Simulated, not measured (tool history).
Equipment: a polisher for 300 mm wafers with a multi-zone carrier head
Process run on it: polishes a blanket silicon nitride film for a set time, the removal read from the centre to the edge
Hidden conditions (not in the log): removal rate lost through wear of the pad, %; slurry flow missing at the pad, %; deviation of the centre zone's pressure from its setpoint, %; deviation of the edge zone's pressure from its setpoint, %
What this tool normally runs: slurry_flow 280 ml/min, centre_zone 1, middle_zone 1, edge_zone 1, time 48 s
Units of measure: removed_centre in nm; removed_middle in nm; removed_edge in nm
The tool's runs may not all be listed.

run,hour,slurry_flow,centre_zone,middle_zone,edge_zone,time,wafers since the last listed run,wafers polished on this pad,hours since the slurry nozzle was cleaned,hours since the centre zone pressure was calibrated,hours since the edge zone pressure was calibrated,hours since the carrier head's membrane was replaced,"incoming thickness of the incoming film, nm",removed_centre,removed_middle,removed_edge
1,0,280,1,1,1,36,0,1300,351.7,587.5,156.2,423.1,764.5,46.8,46.2,47.4
# hour 21.2: slurry nozzle cleaned
# hour 24: carrier head's membrane replaced by a new one
2,45.9,280,1,1,1,36,513,1813,24.7,633.4,202.1,21.9,755.4,49.2,47.2,48.4
3,87.6,280,1,0.97,1,48,507,2321,66.4,675.1,243.8,63.6,759.8,63.5,60.2,64
# hour 174.4: worn pad replaced by a new one
4,189.8,280,1,0.97,1,48,1195,187,168.6,777.3,346,165.8,767.4,64.9,60.9,64.2
# hour 214.5: edge zone pressure recalibrated
5,275.8,280,1,0.97,1,48,1022,1209,254.6,863.3,61.3,251.8,770.8,64,59.7,63.2
# hour 332.1: slurry nozzle cleaned
6,369.2,280,1,1,1,48,1124,2334,37.1,956.7,154.7,345.2,760.1,64.6,62.2,64.1
# hour 416.2: worn pad replaced by a new one
7,416.7,280,1,1,1,48,529,5,84.6,1004.2,202.2,392.7,764,65,62.6,64.1
# hour 466.2: carrier head's membrane replaced by a new one
8,504.2,280,1,1,1,39,1004,1010,172.1,1091.7,289.7,38,757.8,51.8,49.9,51.4
# hour 529.7: edge zone pressure recalibrated
9,545.7,280,1,1,1,39,480,1490,213.6,1133.2,16,79.5,763.1,51.3,49.5,50.3
10,603.8,280,1,1,1,34,707,2197,271.7,1191.3,74.1,137.6,746,43.7,42,44.3
# hour 632: slurry nozzle cleaned
11,697.3,365,1,1,1,48,1125,3323,65.3,1284.8,167.6,231.1,757.1,63.6,62.3,63.1
# hour 726.4: worn pad replaced by a new one
12,736.4,280,1,1,1,34,427,121,104.4,1323.9,206.7,270.2,767,46.9,44.7,45.8
# hour 761.7: centre zone pressure recalibrated
13,774.1,280,1.07,1,1,48,434,556,142.1,12.4,244.4,307.9,762.4,67.7,62.2,63.3

What will run 14 give?
14,843.4,370,1,1,1,48,843,1399,211.4,81.7,313.7,377.2,752.1,?,?,?

{"run 14": {"removed_centre": 64.6, "removed_middle": 62.4, "removed_edge": 63.4}}
If the tool had no hidden condition, the same run with the same run-to-run variation would have returned removed_centre 68.4 nm, removed_middle 65.9 nm, removed_edge 66.5 nm.
